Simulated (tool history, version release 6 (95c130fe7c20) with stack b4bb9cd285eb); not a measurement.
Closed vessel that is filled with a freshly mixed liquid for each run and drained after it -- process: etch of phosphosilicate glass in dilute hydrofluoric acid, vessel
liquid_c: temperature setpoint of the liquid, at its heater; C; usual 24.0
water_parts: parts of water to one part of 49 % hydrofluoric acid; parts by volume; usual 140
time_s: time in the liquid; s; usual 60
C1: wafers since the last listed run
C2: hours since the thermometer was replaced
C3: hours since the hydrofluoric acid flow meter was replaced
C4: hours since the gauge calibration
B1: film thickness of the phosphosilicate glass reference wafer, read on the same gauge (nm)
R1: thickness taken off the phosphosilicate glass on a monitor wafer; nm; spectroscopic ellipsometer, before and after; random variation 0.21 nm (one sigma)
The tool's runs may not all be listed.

Run 1, hour 0.0: usual settings; C1 0; C2 822.7; C3 977.1; C4 245.1; B1 109.99. Result: R1 71.98 nm.
At hour 0.1: gauge calibrated.
Run 2, hour 11.9: usual settings but liquid_c 23.0 C, water_parts 175 parts by volume; C1 921; C2 834.6; C3 989.0; C4 11.8; B1 110.01. Result: R1 52.84 nm.
Run 3, hour 24.1: usual settings but water_parts 95 parts by volume, time_s 70 s; C1 945; C2 846.8; C3 1001.2; C4 24.0; B1 109.99. Result: R1 130.89 nm.
Run 4, hour 32.0: usual settings but liquid_c 21.0 C; C1 612; C2 854.7; C3 1009.1; C4 31.9; B1 110.00. Result: R1 64.38 nm.
Run 5, hour 64.0: usual settings but liquid_c 21.0 C; C1 2479; C2 886.7; C3 1041.1; C4 63.9; B1 110.00. Result: R1 64.44 nm.
Run 6, hour 78.0: usual settings but water_parts 100 parts by volume, time_s 55 s; C1 1084; C2 900.7; C3 1055.1; C4 77.9; B1 110.01. Result: R1 97.41 nm.
Run 7, hour 90.3: usual settings; C1 952; C2 913.0; C3 1067.4; C4 90.2; B1 110.03. Result: R1 72.47 nm.
Run 8, hour 101.9: usual settings; C1 898; C2 924.6; C3 1079.0; C4 101.8; B1 110.00. Result: R1 72.57 nm.
Run 9, hour 114.0: usual settings; C1 937; C2 936.7; C3 1091.1; C4 113.9; B1 109.99. Result: R1 73.05 nm.
Run 10, hour 131.4: usual settings; C1 1348; C2 954.1; C3 1108.5; C4 131.3; B1 110.01. Result: R1 72.53 nm.
Run 11, hour 142.9: usual settings but liquid_c 21.5 C; C1 891; C2 965.6; C3 1120.0; C4 142.8; B1 110.03. Result: R1 66.27 nm.
Run 12, hour 153.1: usual settings but liquid_c 21.5 C; C1 790; C2 975.8; C3 1130.2; C4 153.0; B1 110.01. Result: R1 66.26 nm.
Run 13, hour 160.8: usual settings but liquid_c 21.5 C; C1 596; C2 983.5; C3 1137.9; C4 160.7; B1 110.01. Result: R1 66.50 nm.
Run 14, hour 171.2: usual settings but water_parts 90 parts by volume; C1 805; C2 993.9; C3 1148.3; C4 171.1; B1 109.99. Result: R1 121.29 nm.
Run 15, hour 179.9: usual settings but water_parts 90 parts by volume; C1 674; C2 1002.6; C3 1157.0; C4 179.8; B1 109.99. Result: R1 121.50 nm.
Run 16, hour 196.3: usual settings but liquid_c 20.5 C, time_s 30 s; C1 1270; C2 1019.0; C3 1173.4; C4 196.2; B1 109.99. Result: R1 31.86 nm.
Run 17, hour 212.9: usual settings but liquid_c 19.5 C, water_parts 90 parts by volume, time_s 80 s; C1 1286; C2 1035.6; C3 1190.0; C4 212.8; B1 109.99. Result: R1 135.27 nm.

What does the tool deliver on the next run?
At hour 218.4: hydrofluoric acid flow meter replaced.
At hour 227.3: gauge calibrated.
Run 18, hour 228.5: usual settings; C1 1131; C2 1051.2; C3 10.1; C4 1.2; B1 ?. Result: R1 ?.

B1: 110.03
R1: 73.39 nm
Minus the tool's unlogged condition, the same run would have read R1 66.51 nm.
